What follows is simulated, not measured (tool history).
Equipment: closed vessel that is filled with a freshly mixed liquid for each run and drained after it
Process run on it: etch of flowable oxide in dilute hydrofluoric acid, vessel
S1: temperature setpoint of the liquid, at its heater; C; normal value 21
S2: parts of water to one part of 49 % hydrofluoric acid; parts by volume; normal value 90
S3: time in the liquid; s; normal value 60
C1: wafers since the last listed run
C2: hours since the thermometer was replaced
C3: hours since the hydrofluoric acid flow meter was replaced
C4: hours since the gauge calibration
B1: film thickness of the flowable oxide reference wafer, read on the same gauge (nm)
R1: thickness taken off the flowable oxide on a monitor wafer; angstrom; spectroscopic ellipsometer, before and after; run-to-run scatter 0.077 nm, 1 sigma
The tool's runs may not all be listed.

run,hour,S1,S2,S3,C1,C2,C3,C4,B1,R1
1,0,21,90,75,0,1133.4,902.6,200.2,30.03,296.5
2,25.6,21,90,60,2903,1159,928.2,225.8,30,238.7
3,56.4,21,90,60,3493,1189.8,959,256.6,30,238.5
4,71.2,19.5,90,60,1678,1204.6,973.8,271.4,30.01,225
5,95.2,19.5,90,60,2722,1228.6,997.8,295.4,29.99,224.6
6,109,19.5,90,60,1565,1242.4,1011.6,309.2,30.03,223.6
7,135.3,21,90,60,2982,1268.7,1037.9,335.5,30,238.6
8,156.3,21,90,60,2381,1289.7,1058.9,356.5,30,238.7
# hour 174: gauge calibrated
9,178.4,21,90,60,2506,1311.8,1081,4.4,30.03,239.9
10,192.1,21,75,60,1553,1325.5,1094.7,18.1,30,291.4
11,255.5,21,90,60,7190,1388.9,1158.1,81.5,30,239
# hour 259.1: hydrofluoric acid flow meter replaced
# hour 276.3: thermometer replaced
12,282.3,25.5,55,50,2812,6,23.2,108.3,29.98,418.5
13,301.3,24.5,90,60,2155,25,42.2,127.3,30,279.8
14,316.9,21,90,60,1769,40.6,57.8,142.9,30,243.4
15,350,17,130,60,3754,73.7,90.9,176,29.95,136.7
16,402.6,21,65,60,5965,126.3,143.5,228.6,29.97,347
17,437.7,21,110,30,3981,161.4,178.6,263.7,29.99,97.8

Branching from run 17: 5 alternative next runs. What would each branch give?
A,438.4,21,90,40,79,162.1,179.3,264.4,?,?
B,438.4,17,90,60,79,162.1,179.3,264.4,?,?
C,438.4,23.5,115,80,79,162.1,179.3,264.4,?,?
D,438.4,19,90,85,79,162.1,179.3,264.4,?,?
E,438.4,17,70,60,79,162.1,179.3,264.4,?,?

run,B1,R1
A,30,162.2
B,30,205.7
C,30,272.9
D,30,317.1
E,30,270
The same runs, with their run-to-run variation unchanged, on a tool lacking any hidden condition would have given:
run,R1
A,160.6
B,203.9
C,269.9
D,314.2
E,267.8
